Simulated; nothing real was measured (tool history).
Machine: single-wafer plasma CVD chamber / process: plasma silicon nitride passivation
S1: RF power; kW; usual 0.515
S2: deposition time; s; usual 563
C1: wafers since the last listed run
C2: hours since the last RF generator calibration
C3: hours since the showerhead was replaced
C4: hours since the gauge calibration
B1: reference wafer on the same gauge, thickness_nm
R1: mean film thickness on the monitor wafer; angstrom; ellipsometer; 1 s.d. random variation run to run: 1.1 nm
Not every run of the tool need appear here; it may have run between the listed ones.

run	hour	S1	S2	C1	C2	C3	C4	B1	R1
1	0	0.495	563	0	1941.9	7079.9	211.8	642.861	6954.94
2	30.9	0.495	563	150	1972.8	7110.8	242.7	643.004	6941.71
3	45.6	0.515	563	71	1987.5	7125.5	257.4	642.898	7030.36
4	70	0.515	563	118	2011.9	7149.9	281.8	643.063	7027.72
5	128.3	0.515	563	283	2070.2	7208.2	340.1	643.255	7043.59
6	144.5	0.515	563	78	2086.4	7224.4	356.3	643.025	7014.98
7	161.5	0.515	563	82	2103.4	7241.4	373.3	642.77	7046.47
# hour 174.7: showerhead replaced
8	185	0.515	563	75	2126.9	10.3	396.8	643.031	7026.71
9	201.1	0.46	563	78	2143	26.4	412.9	643.093	6817.77
10	218.9	0.46	563	86	2160.8	44.2	430.7	642.939	6793.29
11	242.1	0.515	563	112	2184	67.4	453.9	642.861	7030.69
12	259.5	0.605	455	84	2201.4	84.8	471.3	643.129	5961.54
13	278.2	0.515	563	90	2220.1	103.5	490	642.691	7045.95
# hour 298.4: gauge calibrated
# hour 319.3: RF generator calibrated
14	319.8	0.515	488	163	0.5	145.1	21.4	643.275	6087.18
15	334.2	0.515	643	70	14.9	159.5	35.8	643.006	8053.19
16	364.5	0.545	656	147	45.2	189.8	66.1	643.292	8333.84
17	381.1	0.515	509	80	61.8	206.4	82.7	643.135	6354.35
18	400.3	0.515	594	93	81	225.6	101.9	643.168	7415.86
19	425.7	0.515	563	123	106.4	251	127.3	642.947	7038.67
20	439.8	0.515	563	68	120.5	265.1	141.4	642.994	7029.73
21	474.3	0.515	563	167	155	299.6	175.9	642.721	7030.43
22	486.4	0.565	609	58	167.1	311.7	188	642.939	7799.13

Alternative continuations, all from the tool just after run 22; predict every row:
A	487	0.515	563	2	167.7	312.3	188.6	?	?
B	487	0.42	667	2	167.7	312.3	188.6	?	?
C	487	0.515	503	2	167.7	312.3	188.6	?	?
D	487	0.605	663	2	167.7	312.3	188.6	?	?
E	487	0.515	491	2	167.7	312.3	188.6	?	?

run	B1	R1
A	643	7035.32
B	643	7848.92
C	643	6285.55
D	643	8688.79
E	643	6135.6
With no hidden state in the tool, these same runs would have given:
run	R1
A	7035.32
B	7848.92
C	6285.55
D	8688.79
E	6135.6
